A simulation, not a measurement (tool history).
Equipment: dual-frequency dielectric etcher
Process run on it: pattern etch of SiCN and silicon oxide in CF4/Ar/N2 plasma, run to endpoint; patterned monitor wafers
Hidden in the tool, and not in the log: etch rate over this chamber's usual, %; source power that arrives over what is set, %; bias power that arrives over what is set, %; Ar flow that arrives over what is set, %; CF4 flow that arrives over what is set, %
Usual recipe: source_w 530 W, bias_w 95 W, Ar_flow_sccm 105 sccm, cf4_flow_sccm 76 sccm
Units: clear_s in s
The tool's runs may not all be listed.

run     day  source_w  bias_w  Ar_flow_sccm  cf4_flow_sccm  wafers since the last listed run  hours since the last wet clean  hours since the last source power generator calibration  hours since the last bias power generator calibration  hours since the last Ar flow controller change  hours since the last CF4 flow controller change  hours since the last upper electrode change  incoming incoming film thickness, nm  clear_s
  1       0       530      95           105             76                                 0                           463.1                                                   3595.6                                                 2455.3                                          5046.6                                           4076.3                                       2884.8                                 12.64     11.1
      1.571  -- source power generator calibrated
  2   2.012       530      95           105             76                               949                           511.4                                                     10.6                                                 2503.6                                          5094.9                                           4124.6                                       2933.1                                 12.62     11.1
  3   4.312       630      84           105             76                              1183                           566.6                                                     65.8                                                 2558.8                                          5150.1                                           4179.8                                       2988.3                                 12.67     10.3
      5.375  -- wet clean of the chamber
  4   5.746       410      95           116             76                               223                             8.9                                                    100.2                                                 2593.2                                          5184.5                                           4214.2                                       3022.7                                 12.62       14
      7.525  -- Ar flow controller replaced
  5   8.496       430     115            91             92                              1286                            74.9                                                    166.2                                                 2659.2                                            23.3                                           4280.2                                       3088.7                                 12.63     11.9
  6   9.788       530      95           105             90                               664                           105.9                                                    197.2                                                 2690.2                                            54.3                                           4311.2                                       3119.7                                 12.58     11.3
  7  11.267       630      73            80             95                               761                           141.4                                                    232.7                                                 2725.7                                            89.8                                           4346.7                                       3155.2                                  12.6     10.4
     12.946  -- bias power generator calibrated
  8  13.471       530     103            83             76                              1048                           194.3                                                    285.6                                                   12.6                                           142.7                                           4399.6                                       3208.1                                  12.9     11.2
  9  16.621       400      95           105             76                              1621                           269.9                                                    361.2                                                   88.2                                           218.3                                           4475.2                                       3283.7                                 12.69     13.7
     17.088  -- CF4 flow controller replaced
 10  21.088       660      95            87             76                              2170                           377.1                                                    468.4                                                  195.4                                           325.5                                               96                                       3390.9                                 12.76      9.5
 11  23.588       530      95           105             76                              1286                           437.1                                                    528.4                                                  255.4                                           385.5                                              156                                       3450.9                                 12.77     11.5
 12  24.946       570      80           126             65                               699                           469.7                                                      561                                                    288                                           418.1                                            188.6                                       3483.5                                 12.71     12.1
     26.308  -- upper electrode replaced
     26.329  -- wet clean of the chamber
 13  27.779       610      72           105             70                               933                            34.8                                                      629                                                    356                                           486.1                                            256.6                                         35.3                                 12.74     11.7
 14  29.096       530      95           105             76                               677                            66.4                                                    660.6                                                  387.6                                           517.7                                            288.2                                         66.9                                 12.72     11.8
 15  30.458       580      84            92             76                               701                            99.1                                                    693.3                                                  420.3                                           550.4                                            320.9                                         99.6                                 12.66       11
 16  32.038       410     104           105             59                               812                             137                                                    731.2                                                  458.2                                           588.3                                            358.8                                        137.5                                 12.74     13.9
 17  33.992       400      95            95             88                              1005                           183.9                                                    778.1                                                  505.1                                           635.2                                            405.7                                        184.4                                 12.62     13.3
 18  35.517       530      95           105             76                               784                           220.5                                                    814.7                                                  541.7                                           671.8                                            442.3                                          221                                 12.69     11.7
 19  37.367       530      95           128             92                               952                           264.9                                                    859.1                                                  586.1                                           716.2                                            486.7                                        265.4                                  12.7     11.5
 20    39.5       430     115           105             76                              1097                           316.1                                                    910.3                                                  637.3                                           767.4                                            537.9                                        316.6                                 12.66     12.2
 21   42.25       530      95           105             63                              1415                           382.1                                                    976.3                                                  703.3                                           833.4                                            603.9                                        382.6                                 12.81     11.7
 22  44.808       530      95           105             88                              1316                           443.5                                                   1037.7                                                  764.7                                           894.8                                            665.3                                          444                                 12.76     11.1
 23  46.221       470      95           105             76                               726                           477.4                                                   1071.6                                                  798.6                                           928.7                                            699.2                                        477.9                                 12.76     12.3

Predict each of these 5 candidate next runs independently; none follows another, all start after run 23:
  A  46.238       530      95            80             76                                 8                           477.8                                                     1072                                                    799                                           929.1                                            699.6                                        478.3                                  12.7        ?
  B  46.238       620      95           105             76                                 8                           477.8                                                     1072                                                    799                                           929.1                                            699.6                                        478.3                                  12.7        ?
  C  46.238       630      82           124             61                                 8                           477.8                                                     1072                                                    799                                           929.1                                            699.6                                        478.3                                  12.7        ?
  D  46.238       530      73           121             76                                 8                           477.8                                                     1072                                                    799                                           929.1                                            699.6                                        478.3                                  12.7        ?
  E  46.238       410      95            83             76                                 8                           477.8                                                     1072                                                    799                                           929.1                                            699.6                                        478.3                                  12.7        ?

run  clear_s
  A     10.8
  B     10.1
  C     11.2
  D     12.5
  E     12.8
What these runs would have given with no unlogged condition in the tool:
run  clear_s
  A     11.3
  B     10.5
  C     11.7
  D     13.1
  E     13.4
